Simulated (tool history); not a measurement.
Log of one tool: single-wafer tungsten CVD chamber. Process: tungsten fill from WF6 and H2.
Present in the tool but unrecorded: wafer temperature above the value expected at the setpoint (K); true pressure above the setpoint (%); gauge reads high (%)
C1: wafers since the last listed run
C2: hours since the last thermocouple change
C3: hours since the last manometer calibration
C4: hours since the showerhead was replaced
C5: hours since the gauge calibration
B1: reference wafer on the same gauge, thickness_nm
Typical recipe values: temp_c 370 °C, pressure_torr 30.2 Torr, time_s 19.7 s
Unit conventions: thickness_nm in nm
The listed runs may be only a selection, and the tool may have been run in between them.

{"run": 1, "day": 0.0, "temp_c": 370, "pressure_torr": 30.2, "time_s": 19.7, "C1": 0, "C2": 1740.2, "C3": 1854.2, "C4": 5773.7, "C5": 159.6, "B1": 25.92, "thickness_nm": 35.496}
{"run": 2, "day": 0.625, "temp_c": 370, "pressure_torr": 30.2, "time_s": 19.7, "C1": 207, "C2": 1755.2, "C3": 1869.2, "C4": 5788.7, "C5": 174.6, "B1": 25.909, "thickness_nm": 35.428}
{"run": 3, "day": 1.121, "temp_c": 370, "pressure_torr": 30.2, "time_s": 19.7, "C1": 164, "C2": 1767.1, "C3": 1881.1, "C4": 5800.6, "C5": 186.5, "B1": 25.894, "thickness_nm": 35.372}
{"run": 4, "day": 1.692, "temp_c": 370, "pressure_torr": 30.2, "time_s": 19.7, "C1": 189, "C2": 1780.8, "C3": 1894.8, "C4": 5814.3, "C5": 200.2, "B1": 25.896, "thickness_nm": 35.525}
{"run": 5, "day": 2.058, "temp_c": 370, "pressure_torr": 30.2, "time_s": 19.7, "C1": 121, "C2": 1789.6, "C3": 1903.6, "C4": 5823.1, "C5": 209.0, "B1": 25.909, "thickness_nm": 35.448}
{"run": 6, "day": 2.383, "temp_c": 370, "pressure_torr": 30.2, "time_s": 19.7, "C1": 108, "C2": 1797.4, "C3": 1911.4, "C4": 5830.9, "C5": 216.8, "B1": 25.894, "thickness_nm": 35.613}
{"day": 3.317, "done": "capacitance manometer re-zeroed and calibrated"}
{"day": 3.4, "done": "showerhead replaced"}
{"run": 7, "day": 3.421, "temp_c": 370, "pressure_torr": 30.2, "time_s": 17.8, "C1": 205, "C2": 1822.3, "C3": 2.5, "C4": 0.5, "C5": 241.7, "B1": 25.89, "thickness_nm": 32.497}
{"run": 8, "day": 3.646, "temp_c": 370, "pressure_torr": 30.2, "time_s": 17.8, "C1": 74, "C2": 1827.7, "C3": 7.9, "C4": 5.9, "C5": 247.1, "B1": 25.911, "thickness_nm": 32.325}
{"day": 3.712, "done": "gauge calibrated"}
{"run": 9, "day": 4.142, "temp_c": 370, "pressure_torr": 30.2, "time_s": 17.8, "C1": 164, "C2": 1839.6, "C3": 19.8, "C4": 17.8, "C5": 10.3, "B1": 25.9, "thickness_nm": 32.388}
{"run": 10, "day": 4.642, "temp_c": 370, "pressure_torr": 27.5, "time_s": 19.7, "C1": 166, "C2": 1851.6, "C3": 31.8, "C4": 29.8, "C5": 22.3, "B1": 25.901, "thickness_nm": 33.269}
{"run": 11, "day": 4.971, "temp_c": 357, "pressure_torr": 30.2, "time_s": 21.4, "C1": 109, "C2": 1859.5, "C3": 39.7, "C4": 37.7, "C5": 30.2, "B1": 25.915, "thickness_nm": 30.769}
{"day": 5.608, "done": "thermocouple changed; heater temperature recalibrated"}
{"run": 12, "day": 5.629, "temp_c": 362, "pressure_torr": 30.2, "time_s": 19.7, "C1": 108, "C2": 0.5, "C3": 55.5, "C4": 53.5, "C5": 46.0, "B1": 25.883, "thickness_nm": 27.115}
{"run": 13, "day": 5.754, "temp_c": 375, "pressure_torr": 30.2, "time_s": 17.8, "C1": 41, "C2": 3.5, "C3": 58.5, "C4": 56.5, "C5": 49.0, "B1": 25.887, "thickness_nm": 31.385}
{"run": 14, "day": 6.088, "temp_c": 375, "pressure_torr": 30.2, "time_s": 19.7, "C1": 110, "C2": 11.5, "C3": 66.5, "C4": 64.5, "C5": 57.0, "B1": 25.905, "thickness_nm": 34.67}
{"run": 15, "day": 6.7, "temp_c": 370, "pressure_torr": 30.2, "time_s": 19.7, "C1": 203, "C2": 26.2, "C3": 81.2, "C4": 79.2, "C5": 71.7, "B1": 25.903, "thickness_nm": 31.474}

Run 16 has not been measured yet. What should we expect?
{"run": 16, "day": 7.283, "temp_c": 380, "pressure_torr": 33.4, "time_s": 23.0, "C1": 193, "C2": 40.2, "C3": 95.2, "C4": 93.2, "C5": 85.7, "B1": "?", "thickness_nm": "?"}

Run 16 produced B1 25.897, thickness_nm 47.870 nm.
Were there no unlogged condition in the tool, this run, its random variation unchanged, would have produced thickness_nm 47.654 nm.
